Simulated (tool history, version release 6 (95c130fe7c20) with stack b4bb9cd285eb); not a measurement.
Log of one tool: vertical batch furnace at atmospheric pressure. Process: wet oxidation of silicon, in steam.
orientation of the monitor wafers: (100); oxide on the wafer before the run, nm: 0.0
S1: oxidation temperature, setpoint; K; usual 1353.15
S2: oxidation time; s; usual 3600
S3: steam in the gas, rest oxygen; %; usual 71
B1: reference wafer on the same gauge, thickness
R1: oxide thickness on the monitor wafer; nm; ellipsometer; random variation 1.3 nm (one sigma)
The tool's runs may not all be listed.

run 1 hour=0.0 | S1=1353.15 S2=3600 S3=71 | B1=515.72 | R1=537.42
run 2 hour=21.2 | S1=1353.15 S2=3600 S3=71 | B1=516.51 | R1=536.90
run 3 hour=47.1 | S1=1353.15 S2=3600 S3=71 | B1=515.81 | R1=535.90
run 4 hour=61.5 | S1=1333.15 S2=3600 S3=71 | B1=516.26 | R1=486.38
run 5 hour=78.0 | S1=1333.15 S2=3600 S3=71 | B1=515.99 | R1=482.89
run 6 hour=107.8 | S1=1333.15 S2=3600 S3=71 | B1=515.63 | R1=486.06
run 7 hour=142.3 | S1=1353.15 S2=3600 S3=71 | B1=515.63 | R1=538.02
run 8 hour=203.1 | S1=1353.15 S2=3600 S3=71 | B1=516.17 | R1=534.58
run 9 hour=216.9 | S1=1353.15 S2=2880 S3=71 | B1=515.95 | R1=467.89
run 10 hour=243.7 | S1=1353.15 S2=2880 S3=71 | B1=516.49 | R1=469.93
run 11 hour=259.5 | S1=1353.15 S2=3600 S3=71 | B1=515.83 | R1=533.90
run 12 hour=287.8 | S1=1353.15 S2=3600 S3=71 | B1=516.23 | R1=537.34
run 13 hour=322.8 | S1=1353.15 S2=3600 S3=71 | B1=516.40 | R1=534.87
run 14 hour=340.3 | S1=1364.15 S2=3600 S3=71 | B1=515.92 | R1=564.17
run 15 hour=385.4 | S1=1364.15 S2=3600 S3=71 | B1=516.03 | R1=565.81
run 16 hour=443.3 | S1=1363.15 S2=3600 S3=71 | B1=515.72 | R1=560.86
run 17 hour=476.7 | S1=1363.15 S2=3600 S3=71 | B1=516.11 | R1=559.92
run 18 hour=507.7 | S1=1363.15 S2=3600 S3=71 | B1=515.69 | R1=558.98
run 19 hour=539.1 | S1=1353.15 S2=3600 S3=71 | B1=515.88 | R1=538.46
run 20 hour=615.7 | S1=1353.15 S2=5040 S3=71 | B1=515.80 | R1=649.85
run 21 hour=638.1 | S1=1343.15 S2=4620 S3=71 | B1=516.11 | R1=592.76
run 22 hour=672.5 | S1=1333.15 S2=3600 S3=71 | B1=515.74 | R1=483.78
run 23 hour=759.3 | S1=1353.15 S2=2160 S3=77 | B1=516.04 | R1=416.69
run 24 hour=806.4 | S1=1342.15 S2=4890 S3=71 | B1=515.69 | R1=609.90
run 25 hour=840.8 | S1=1342.15 S2=1980 S3=75 | B1=515.90 | R1=364.95
run 26 hour=877.3 | S1=1353.15 S2=3600 S3=71 | B1=516.42 | R1=533.09
run 27 hour=897.8 | S1=1353.15 S2=5310 S3=71 | B1=515.66 | R1=671.90
run 28 hour=921.2 | S1=1353.15 S2=3060 S3=68 | B1=515.29 | R1=473.17
run 29 hour=984.1 | S1=1353.15 S2=3600 S3=78 | B1=516.70 | R1=567.31
run 30 hour=998.9 | S1=1353.15 S2=3600 S3=71 | B1=516.42 | R1=538.63
run 31 hour=1011.9 | S1=1353.15 S2=3600 S3=71 | B1=516.45 | R1=537.06
run 32 hour=1044.9 | S1=1371.15 S2=5340 S3=71 | B1=516.31 | R1=722.84
run 33 hour=1075.8 | S1=1353.15 S2=3600 S3=71 | B1=515.45 | R1=536.88
run 34 hour=1093.5 | S1=1353.15 S2=3600 S3=71 | B1=516.01 | R1=535.80
run 35 hour=1124.8 | S1=1360.15 S2=3600 S3=59 | B1=516.03 | R1=497.14
run 36 hour=1139.3 | S1=1363.15 S2=3600 S3=66 | B1=516.06 | R1=537.58
run 37 hour=1227.4 | S1=1353.15 S2=3600 S3=71 | B1=516.06 | R1=535.59
run 38 hour=1239.4 | S1=1353.15 S2=3600 S3=71 | B1=516.08 | R1=538.20

Not shown: 3 entries that the log had between the listed runs. Between which runs, and how does the tool's hidden state differ before and after?
Between runs 16 and 17: gauge calibrated (hour 469.5)
  no hidden state differs between the two runs
Between runs 23 and 24: steam generator serviced (hour 805.9)
  no hidden state differs between the two runs
Between runs 25 and 26: thermocouples replaced and temperature profile calibrated (hour 876.8)
  no hidden state differs between the two runs
